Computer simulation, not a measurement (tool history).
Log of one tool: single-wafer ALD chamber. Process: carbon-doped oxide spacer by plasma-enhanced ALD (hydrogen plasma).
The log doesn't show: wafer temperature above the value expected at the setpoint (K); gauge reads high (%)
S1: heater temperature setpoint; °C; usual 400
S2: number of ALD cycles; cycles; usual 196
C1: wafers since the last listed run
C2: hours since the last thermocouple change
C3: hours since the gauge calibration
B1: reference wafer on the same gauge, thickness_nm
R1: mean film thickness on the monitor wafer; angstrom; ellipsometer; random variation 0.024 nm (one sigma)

{"run": 1, "hour": 0.0, "S1": 392, "S2": 196, "C1": 0, "C2": 920.9, "C3": 215.6, "B1": 7.868, "R1": 97.37}
{"run": 2, "hour": 17.5, "S1": 392, "S2": 196, "C1": 42, "C2": 938.4, "C3": 233.1, "B1": 7.874, "R1": 97.12}
{"run": 3, "hour": 28.5, "S1": 400, "S2": 196, "C1": 26, "C2": 949.4, "C3": 244.1, "B1": 7.882, "R1": 97.22}
{"run": 4, "hour": 44.1, "S1": 400, "S2": 196, "C1": 38, "C2": 965, "C3": 259.7, "B1": 7.88, "R1": 97.57}
{"run": 5, "hour": 52.8, "S1": 400, "S2": 196, "C1": 21, "C2": 973.7, "C3": 268.4, "B1": 7.885, "R1": 97.67}
{"hour": 90.4, "done": "gauge calibrated"}
{"run": 6, "hour": 103.6, "S1": 400, "S2": 180, "C1": 124, "C2": 1024.5, "C3": 13.2, "B1": 7.832, "R1": 88.76}
{"run": 7, "hour": 129.9, "S1": 391, "S2": 196, "C1": 64, "C2": 1050.8, "C3": 39.5, "B1": 7.833, "R1": 96.6}
{"run": 8, "hour": 145.5, "S1": 391, "S2": 196, "C1": 38, "C2": 1066.4, "C3": 55.1, "B1": 7.836, "R1": 97.05}
{"run": 9, "hour": 160.5, "S1": 391, "S2": 196, "C1": 36, "C2": 1081.4, "C3": 70.1, "B1": 7.84, "R1": 96.93}
{"run": 10, "hour": 175.0, "S1": 403, "S2": 181, "C1": 35, "C2": 1095.9, "C3": 84.6, "B1": 7.836, "R1": 88.64}
{"run": 11, "hour": 181.8, "S1": 403, "S2": 181, "C1": 16, "C2": 1102.7, "C3": 91.4, "B1": 7.845, "R1": 88.92}
{"run": 12, "hour": 191.5, "S1": 403, "S2": 181, "C1": 23, "C2": 1112.4, "C3": 101.1, "B1": 7.85, "R1": 88.61}
{"run": 13, "hour": 204.1, "S1": 391, "S2": 204, "C1": 30, "C2": 1125, "C3": 113.7, "B1": 7.853, "R1": 100.94}
{"run": 14, "hour": 256.0, "S1": 391, "S2": 204, "C1": 127, "C2": 1176.9, "C3": 165.6, "B1": 7.869, "R1": 101.03}
{"run": 15, "hour": 263.0, "S1": 391, "S2": 204, "C1": 17, "C2": 1183.9, "C3": 172.6, "B1": 7.871, "R1": 101.31}
{"run": 16, "hour": 271.2, "S1": 400, "S2": 196, "C1": 20, "C2": 1192.1, "C3": 180.8, "B1": 7.87, "R1": 97.78}
{"run": 17, "hour": 284.4, "S1": 400, "S2": 196, "C1": 32, "C2": 1205.3, "C3": 194, "B1": 7.87, "R1": 97.06}
{"run": 18, "hour": 301.2, "S1": 394, "S2": 196, "C1": 41, "C2": 1222.1, "C3": 210.8, "B1": 7.882, "R1": 97.5}
{"run": 19, "hour": 310.8, "S1": 394, "S2": 196, "C1": 23, "C2": 1231.7, "C3": 220.4, "B1": 7.88, "R1": 97.36}
{"run": 20, "hour": 323.5, "S1": 387, "S2": 196, "C1": 31, "C2": 1244.4, "C3": 233.1, "B1": 7.877, "R1": 97.99}
{"run": 21, "hour": 339.7, "S1": 404, "S2": 175, "C1": 39, "C2": 1260.6, "C3": 249.3, "B1": 7.887, "R1": 85.91}
{"run": 22, "hour": 357.6, "S1": 400, "S2": 196, "C1": 43, "C2": 1278.5, "C3": 267.2, "B1": 7.893, "R1": 97.61}
{"run": 23, "hour": 363.9, "S1": 392, "S2": 196, "C1": 15, "C2": 1284.8, "C3": 273.5, "B1": 7.89, "R1": 97.85}
{"run": 24, "hour": 373.6, "S1": 406, "S2": 165, "C1": 23, "C2": 1294.5, "C3": 283.2, "B1": 7.903, "R1": 80.32}
{"run": 25, "hour": 381.6, "S1": 400, "S2": 196, "C1": 19, "C2": 1302.5, "C3": 291.2, "B1": 7.897, "R1": 97.14}
{"run": 26, "hour": 389.6, "S1": 409, "S2": 184, "C1": 19, "C2": 1310.5, "C3": 299.2, "B1": 7.896, "R1": 89.05}
{"hour": 398.0, "done": "gauge calibrated"}
{"run": 27, "hour": 403.0, "S1": 400, "S2": 196, "C1": 32, "C2": 1323.9, "C3": 5, "B1": 7.826, "R1": 96.36}
{"run": 28, "hour": 409.5, "S1": 405, "S2": 174, "C1": 15, "C2": 1330.4, "C3": 11.5, "B1": 7.826, "R1": 84.45}
{"hour": 419.6, "done": "thermocouple changed; heater temperature recalibrated"}
{"run": 29, "hour": 424.4, "S1": 400, "S2": 223, "C1": 16, "C2": 4.8, "C3": 26.4, "B1": 7.825, "R1": 110.57}
{"run": 30, "hour": 433.1, "S1": 400, "S2": 196, "C1": 21, "C2": 13.5, "C3": 35.1, "B1": 7.831, "R1": 97.1}
{"run": 31, "hour": 445.3, "S1": 388, "S2": 196, "C1": 29, "C2": 25.7, "C3": 47.3, "B1": 7.83, "R1": 96.61}
{"run": 32, "hour": 462.9, "S1": 400, "S2": 164, "C1": 43, "C2": 43.3, "C3": 64.9, "B1": 7.833, "R1": 81.19}
{"run": 33, "hour": 477.7, "S1": 400, "S2": 196, "C1": 36, "C2": 58.1, "C3": 79.7, "B1": 7.838, "R1": 96.97}
{"run": 34, "hour": 489.5, "S1": 409, "S2": 196, "C1": 28, "C2": 69.9, "C3": 91.5, "B1": 7.842, "R1": 94.35}
{"run": 35, "hour": 500.2, "S1": 400, "S2": 196, "C1": 26, "C2": 80.6, "C3": 102.2, "B1": 7.847, "R1": 96.96}
{"run": 36, "hour": 514.9, "S1": 400, "S2": 196, "C1": 35, "C2": 95.3, "C3": 116.9, "B1": 7.853, "R1": 96.72}
{"run": 37, "hour": 525.9, "S1": 388, "S2": 166, "C1": 26, "C2": 106.3, "C3": 127.9, "B1": 7.844, "R1": 82.29}
{"run": 38, "hour": 542.1, "S1": 395, "S2": 163, "C1": 39, "C2": 122.5, "C3": 144.1, "B1": 7.85, "R1": 80.45}
{"run": 39, "hour": 548.9, "S1": 405, "S2": 164, "C1": 16, "C2": 129.3, "C3": 150.9, "B1": 7.855, "R1": 79.94}

Hidden state at the last listed run before each entry between runs and at the first one after, where it differs:
Between runs 5 and 6: gauge calibrated (hour 90.4)
  gauge reads high (%): 0.808 -> 0.0758
  measured less the result without the state, R1: +0.78 -> +0.07 angstrom
Between runs 26 and 27: gauge calibrated (hour 398)
  gauge reads high (%): 1.02 -> 0.0172
  measured less the result without the state, R1: +0.9 -> +0.01 angstrom
Between runs 28 and 29: thermocouple changed; heater temperature recalibrated (hour 419.6)
  gauge reads high (%): 0.0385 -> 0.0875
  measured less the result without the state, R1: +0.03 -> +0.1 angstrom
